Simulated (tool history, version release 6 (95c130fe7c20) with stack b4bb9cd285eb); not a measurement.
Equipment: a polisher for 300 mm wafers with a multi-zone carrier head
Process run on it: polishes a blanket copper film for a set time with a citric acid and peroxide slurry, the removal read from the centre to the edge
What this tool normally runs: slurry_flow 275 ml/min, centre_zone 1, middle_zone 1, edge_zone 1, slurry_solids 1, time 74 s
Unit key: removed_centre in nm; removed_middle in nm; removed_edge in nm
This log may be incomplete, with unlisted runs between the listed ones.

run    day  slurry_flow  centre_zone  middle_zone  edge_zone  slurry_solids  time  wafers since the last listed run  wafers polished on this pad  hours since the slurry nozzle was cleaned  hours since the centre zone pressure was calibrated  hours since the edge zone pressure was calibrated  hours since the carrier head's membrane was replaced  incoming thickness of the incoming film, nm  removed_centre  removed_middle  removed_edge
  1      0          245            1            1          1              1    74                                 0                         1149                                      369.2                                                171.6                                             1215.9                                                1404.3                                        895.4           103.7           102.3         105.4
     0.296  -- worn pad replaced by a new one
  2  0.412          275            1            1          1              1    74                                63                           30                                      379.1                                                181.5                                             1225.8                                                1414.2                                        899.9           117.5           115.9         118.5
     0.867  -- slurry nozzle cleaned
  3  1.054          275            1            1          1              1    74                               154                          184                                        4.5                                                196.9                                             1241.2                                                1429.6                                        886.2             128           126.9         128.5
  4  1.696          275         1.05            1          1              1    74                               165                          350                                       19.9                                                212.3                                             1256.6                                                  1445                                        877.5           134.2           128.2         124.6
  5  1.992          275         1.05            1          1              1    74                                76                          426                                         27                                                219.4                                             1263.7                                                1452.1                                        886.5           130.2           127.2           124
  6  2.662          245            1            1          1              1    82                               172                          599                                       43.1                                                235.5                                             1279.8                                                1468.2                                        898.6           136.6           132.9         135.5
  7  3.283          245            1            1          1              1    82                               159                          759                                         58                                                250.4                                             1294.7                                                1483.1                                        902.9             133           131.6         130.8
  8    3.7          275            1            1          1              1    74                               107                          866                                         68                                                260.4                                             1304.7                                                1493.1                                        889.6           117.8           122.6         119.1
  9  3.996          300          1.1            1          1           0.75    74                                76                          942                                       75.1                                                267.5                                             1311.8                                                1500.2                                        883.1           124.5           112.1         112.1
 10  4.296          275         1.07            1          1              1    84                                77                         1020                                       82.3                                                274.7                                               1319                                                1507.4                                        896.2           144.1           130.7         132.2
     4.654  -- edge zone pressure recalibrated
 11   4.75          275            1            1          1              1    74                                95                         1115                                       93.2                                                285.6                                                2.3                                                1518.3                                        892.4           113.7           111.8         111.5
     4.871  -- centre zone pressure recalibrated
     5.338  -- carrier head's membrane replaced by a new one
     5.638  -- worn pad replaced by a new one
 12  5.658          275            1            1          1              1    74                               115                            5                                        115                                                 18.9                                               24.1                                                   7.7                                        889.1           130.6           126.5         128.9
 13  5.779          275            1            1       1.09              1    74                                31                           36                                      117.9                                                 21.8                                                 27                                                  10.6                                        891.1           128.8           128.2         131.8
 14  6.442          365            1            1          1              1    74                               170                          206                                      133.8                                                 37.7                                               42.9                                                  26.5                                        876.4           133.4             131         128.6
 15  6.738          275         1.05            1          1              1    74                                76                          283                                      140.9                                                 44.8                                                 50                                                  33.6                                        894.3           132.7           126.5         126.8
 16  7.212          305            1            1          1              1    97                               122                          405                                      152.3                                                 56.2                                               61.4                                                    45                                        877.8           170.4           164.8           166
 17  7.646          275            1            1          1              1    74                               111                          517                                      162.7                                                 66.6                                               71.8                                                  55.4                                        893.5             123           126.2         123.2
 18  8.288          275            1            1          1            0.8    74                               165                          682                                      178.1                                                   82                                               87.2                                                  70.8                                        895.7           117.8           115.8         117.7
 19  8.988          275            1          1.1          1              1    74                               180                          863                                      194.9                                                 98.8                                                104                                                  87.6                                        887.4           118.8           129.1         118.7
 20  9.588          305            1         0.89          1              1    74                               154                         1017                                      209.3                                                113.2                                              118.4                                                   102                                        901.7             117           107.2         116.3
 21  9.838          275            1            1       1.12              1    74                                64                         1082                                      215.3                                                119.2                                              124.4                                                   108                                        884.4           116.1           116.2         120.4

Branching from run 21: 5 alternative next runs. What would each branch give?
  A  9.858          180            1            1          1              1    74                                 5                         1087                                      215.8                                                119.7                                              124.9                                                 108.5                                        898.7               ?               ?             ?
  B  9.858          275         0.96            1          1              1    74                                 5                         1087                                      215.8                                                119.7                                              124.9                                                 108.5                                        898.7               ?               ?             ?
  C  9.858          330         0.97            1          1              1    74                                 5                         1087                                      215.8                                                119.7                                              124.9                                                 108.5                                        898.7               ?               ?             ?
  D  9.858          275         1.09            1          1              1    74                                 5                         1087                                      215.8                                                119.7                                              124.9                                                 108.5                                        898.7               ?               ?             ?
  E  9.858          275         1.07            1       1.08              1    74                                 5                         1087                                      215.8                                                119.7                                              124.9                                                 108.5                                        898.7               ?               ?             ?

run  removed_centre  removed_middle  removed_edge
  A           105.7           105.9         108.6
  B           111.3           114.7         115.2
  C           115.4           117.5         117.3
  D           125.1           114.7         115.2
  E             123           114.7         119.7
With no hidden state in the tool, these same runs would have given:
run  removed_centre  removed_middle  removed_edge
  A             122           121.6         123.4
  B           126.3           129.8         129.5
  C           130.2           132.3         131.5
  D           141.9           129.7         129.5
  E           139.5           129.7         134.5
